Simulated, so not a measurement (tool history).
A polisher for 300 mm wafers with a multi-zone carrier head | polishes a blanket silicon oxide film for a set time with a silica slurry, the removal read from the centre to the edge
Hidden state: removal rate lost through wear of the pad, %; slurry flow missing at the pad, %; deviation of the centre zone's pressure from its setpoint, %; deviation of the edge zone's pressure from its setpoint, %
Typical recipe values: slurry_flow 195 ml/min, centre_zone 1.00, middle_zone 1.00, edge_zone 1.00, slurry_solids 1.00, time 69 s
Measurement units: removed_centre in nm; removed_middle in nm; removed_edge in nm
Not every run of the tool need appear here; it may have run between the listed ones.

run	day	slurry_flow	centre_zone	middle_zone	edge_zone	slurry_solids	time	wafers since the last listed run	wafers polished on this pad	hours since the slurry nozzle was cleaned	hours since the centre zone pressure was calibrated	hours since the edge zone pressure was calibrated	hours since the carrier head's membrane was replaced	incoming thickness of the incoming film, nm	removed_centre	removed_middle	removed_edge
1	0.000	195	1.00	1.09	1.00	1.00	69	0	359	569.4	510.1	1039.9	1533.0	973.8	288.0	291.3	284.0
2	0.554	195	1.00	1.09	1.00	1.00	69	197	556	582.7	523.4	1053.2	1546.3	965.6	287.0	283.1	283.7
3	1.112	195	1.00	1.09	1.00	1.00	69	198	754	596.1	536.8	1066.6	1559.7	967.9	293.1	286.7	281.6
# day 1.725: worn pad replaced by a new one
4	1.746	195	1.00	1.00	1.06	0.85	69	165	7	611.3	552.0	1081.8	1574.9	971.6	266.0	243.1	267.2
5	2.092	195	1.00	1.00	1.00	1.00	74	122	130	619.6	560.3	1090.1	1583.2	984.5	302.5	278.7	298.4
# day 3.650: carrier head's membrane replaced by a new one
# day 3.738: centre zone pressure recalibrated
6	3.758	195	1.00	1.00	1.00	1.00	74	488	619	659.6	0.5	1130.1	2.6	977.8	273.1	272.6	294.1
# day 4.121: worn pad replaced by a new one
7	4.288	195	1.00	1.00	1.00	1.00	74	128	59	672.3	13.2	1142.8	15.3	981.5	265.8	276.0	292.2
8	4.896	195	1.00	1.00	1.00	0.85	69	216	275	686.9	27.8	1157.4	29.9	962.8	233.6	234.9	256.7
9	5.388	195	1.00	1.00	1.00	1.00	69	174	450	698.7	39.6	1169.2	41.7	970.2	252.4	248.3	272.7
# day 6.046: slurry nozzle cleaned
10	6.067	195	1.00	1.00	1.00	1.00	69	226	677	0.5	55.9	1185.5	58.0	979.7	291.3	291.5	301.5
# day 6.325: edge zone pressure recalibrated
11	6.346	195	0.97	1.00	1.07	1.00	69	69	746	7.2	62.6	0.5	64.7	966.5	284.0	285.9	308.9
# day 6.633: worn pad replaced by a new one
12	6.917	235	0.90	1.00	0.94	1.00	53	143	101	20.9	76.3	14.2	78.4	973.8	206.9	227.8	228.9
13	7.583	240	1.00	1.12	1.03	1.30	69	237	338	36.9	92.3	30.2	94.4	979.1	335.1	362.9	343.3
14	8.067	195	1.00	1.00	1.00	1.00	69	171	510	48.5	103.9	41.8	106.0	970.4	292.1	282.5	297.0
15	8.521	195	1.00	1.00	1.00	1.00	69	161	671	59.4	114.8	52.7	116.9	956.7	296.4	293.3	299.0
16	8.821	230	1.00	0.95	1.00	1.00	69	106	778	66.6	122.0	59.9	124.1	968.2	300.2	289.1	305.5
# day 9.362: worn pad replaced by a new one
17	9.383	195	1.00	1.00	1.12	1.00	47	140	7	80.1	135.5	73.4	137.6	976.2	206.4	193.3	216.4
18	9.929	195	1.00	1.04	1.00	1.00	69	194	201	93.2	148.6	86.5	150.7	958.5	295.8	302.3	301.1
19	10.471	215	1.00	1.00	1.00	1.00	57	192	394	106.2	161.6	99.5	163.7	978.1	253.6	245.0	250.5
20	11.129	195	1.00	1.00	1.00	1.00	69	234	628	122.0	177.4	115.3	179.5	964.6	298.1	286.2	300.5
21	11.804	195	1.00	1.00	1.00	0.70	83	239	868	138.2	193.6	131.5	195.7	970.4	307.8	293.3	303.9
22	12.204	140	1.00	1.00	1.00	0.75	87	142	1010	147.8	203.2	141.1	205.3	991.9	303.2	301.1	317.5

Forecast each of these 3 alternatives for the next run:
A	12.221	195	1.00	1.00	0.96	1.00	69	5	1016	148.2	203.6	141.5	205.7	973.8	?	?	?
B	12.221	195	1.00	1.00	0.89	0.70	45	5	1016	148.2	203.6	141.5	205.7	973.8	?	?	?
C	12.221	195	1.00	1.00	1.06	1.00	69	5	1016	148.2	203.6	141.5	205.7	973.8	?	?	?

run	removed_centre	removed_middle	removed_edge
A	296.7	285.4	291.0
B	164.7	158.4	156.0
C	296.7	285.3	305.3
The same runs, with their run-to-run variation unchanged, on a tool lacking any hidden condition would have given:
run	removed_centre	removed_middle	removed_edge
A	285.6	286.8	292.0
B	158.6	159.2	156.5
C	285.6	286.8	306.4
